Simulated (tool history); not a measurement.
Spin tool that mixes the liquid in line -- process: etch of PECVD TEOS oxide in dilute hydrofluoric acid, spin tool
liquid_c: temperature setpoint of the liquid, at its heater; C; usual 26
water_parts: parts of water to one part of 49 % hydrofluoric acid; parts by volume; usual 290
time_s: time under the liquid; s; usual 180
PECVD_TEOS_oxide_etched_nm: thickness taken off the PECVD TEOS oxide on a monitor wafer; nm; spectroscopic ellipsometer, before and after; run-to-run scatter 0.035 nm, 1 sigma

run    hour  liquid_c  water_parts  time_s  wafers since the last listed run  hours since the thermometer was replaced  hours since the hydrofluoric acid flow meter was replaced  hours since the gauge calibration  read-back film thickness of the PECVD TEOS oxide reference wafer, read on the same gauge (nm)  PECVD_TEOS_oxide_etched_nm
  1       0        26          290     100                                 0                                     981.3                                                     1399.8                              927.9                                                                                          60.01                        5.95
       23.9  -- gauge calibrated
  2    44.3        26          290     100                               286                                    1025.6                                                     1444.1                               20.4                                                                                          59.98                        5.94
  3    99.1        26          290     100                               354                                    1080.4                                                     1498.9                               75.2                                                                                          59.98                        5.99
  4   192.6        26          290     180                               605                                    1173.9                                                     1592.4                              168.7                                                                                          60.01                       10.81
  5   277.8        26          290     180                               551                                    1259.1                                                     1677.6                              253.9                                                                                          60.01                       10.72
  6   340.1        26          290     180                               403                                    1321.4                                                     1739.9                              316.2                                                                                             60                       10.77
      415.2  -- hydrofluoric acid flow meter replaced
  7   431.1        26          290     180                               582                                    1412.4                                                       15.9                              407.2                                                                                          60.01                       10.46
  8   486.7        26          290     180                               359                                      1468                                                       71.5                              462.8                                                                                          59.99                       10.53
  9   539.9        26          290     180                               344                                    1521.2                                                      124.7                                516                                                                                          59.99                       10.46
      564.1  -- thermometer replaced
 10   601.2        29          290     155                               390                                      37.1                                                        186                              577.3                                                                                          59.98                        9.79
 11   641.4        26          290     180                               260                                      77.3                                                      226.2                              617.5                                                                                          60.03                       10.32
 12   729.9        29          170      90                               572                                     165.8                                                      314.7                                706                                                                                          60.04                       11.16
      819.5  -- gauge calibrated
 13   835.6        26          290     180                               684                                     271.5                                                      420.4                               16.1                                                                                             60                       10.33
 14   912.4        24          290     255                               497                                     348.3                                                      497.2                               92.9                                                                                          60.03                       13.69
 15     980      22.5          290     270                               437                                     415.9                                                      564.8                              160.5                                                                                          59.98                       13.84
 16  1046.9        30          370     210                               433                                     482.8                                                      631.7                              227.4                                                                                          59.99                          10
 17    1149        26          255     215                               660                                     584.9                                                      733.8                              329.5                                                                                          59.99                       14.79
 18  1192.8        26          290     180                               283                                     628.7                                                      777.6                              373.3                                                                                             60                       10.51
 19  1269.3        31          405     245                               495                                     705.2                                                      854.1                              449.8                                                                                          59.99                       10.72
 20  1319.3        26          290     150                               323                                     755.2                                                      904.1                              499.8                                                                                          59.97                        8.77

For each run, the measured value with the value that run would have given without the tool's hidden condition subtracted. The run-to-run variation is shared by both, the gauge scatter possibly not:
The tool's hidden condition here consists of: liquid hotter than its thermometer reads (K); hydrofluoric acid flow above the setpoint (%); gauge reads high (%).
run  PECVD_TEOS_oxide_etched_nm
  1                       +0.24
  2                       +0.25
  3                       +0.26
  4                       +0.49
  5                       +0.52
  6                       +0.54
  7                       +0.23
  8                       +0.25
  9                       +0.27
 10                       +0.05
 11                       +0.07
 12                        +0.1
 13                       +0.13
 14                       +0.21
 15                       +0.24
 16                       +0.19
 17                       +0.33
 18                       +0.25
 19                       +0.28
 20                       +0.24
